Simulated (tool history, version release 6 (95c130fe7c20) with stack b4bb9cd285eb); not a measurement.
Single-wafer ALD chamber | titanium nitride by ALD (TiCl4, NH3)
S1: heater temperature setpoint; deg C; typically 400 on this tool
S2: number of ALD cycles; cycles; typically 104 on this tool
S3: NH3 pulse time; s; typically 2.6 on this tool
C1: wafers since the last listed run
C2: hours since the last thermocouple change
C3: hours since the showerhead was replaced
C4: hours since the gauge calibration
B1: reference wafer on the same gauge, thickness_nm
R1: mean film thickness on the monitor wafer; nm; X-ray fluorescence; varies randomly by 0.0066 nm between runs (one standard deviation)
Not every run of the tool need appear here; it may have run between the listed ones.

run,hour,S1,S2,S3,C1,C2,C3,C4,B1,R1
1,0,400,104,2.6,0,912,6241.2,298.1,2.389,2.687
2,53.2,400,104,2.6,151,965.2,6294.4,351.3,2.391,2.69
3,104,400,104,2.6,144,1016,6345.2,402.1,2.391,2.679
4,144.6,400,104,3.11,115,1056.6,6385.8,442.7,2.393,2.695
5,185.5,400,104,3.11,116,1097.5,6426.7,483.6,2.394,2.708
6,222.6,388,104,2.6,105,1134.6,6463.8,520.7,2.395,2.656
7,274.1,388,104,2.6,146,1186.1,6515.3,572.2,2.393,2.672
8,319,388,104,2.6,127,1231,6560.2,617.1,2.394,2.676
9,345.8,400,104,2.6,76,1257.8,6587,643.9,2.397,2.694
10,381.9,400,104,2.6,102,1293.9,6623.1,680,2.398,2.681
11,407,390,92,3.61,71,1319,6648.2,705.1,2.397,2.376
# hour 413.3: gauge calibrated
12,438.1,404,104,2.6,88,1350.1,6679.3,24.8,2.356,2.657
13,499.7,400,104,2.91,175,1411.7,6740.9,86.4,2.363,2.664
14,560.4,388,124,3.17,172,1472.4,6801.6,147.1,2.37,3.164
# hour 582.6: showerhead replaced
15,603.8,400,104,3.11,100,1515.8,21.2,190.5,2.371,2.694
# hour 643.5: thermocouple changed; heater temperature recalibrated
16,659.5,400,104,2.6,135,16,76.9,246.2,2.377,2.67
17,710.3,390,92,3.61,144,66.8,127.7,297,2.378,2.371
18,742.3,393,104,2.6,91,98.8,159.7,329,2.379,2.66
19,809.8,396,115,2.6,192,166.3,227.2,396.5,2.381,2.958
20,964.1,400,104,2.6,439,320.6,381.5,550.8,2.386,2.689

What the log doesn't show, run by run:
wafer temperature above the value expected at the setpoint (K): 0 on each run
H1: gauge reads high (%)
run,H1
1,1.21
2,1.3
3,1.36
4,1.4
5,1.44
6,1.46
7,1.49
8,1.52
9,1.53
10,1.54
11,1.55
12,-0.155
13,0.168
14,0.41
15,0.548
16,0.689
17,0.791
18,0.845
19,0.935
20,1.06
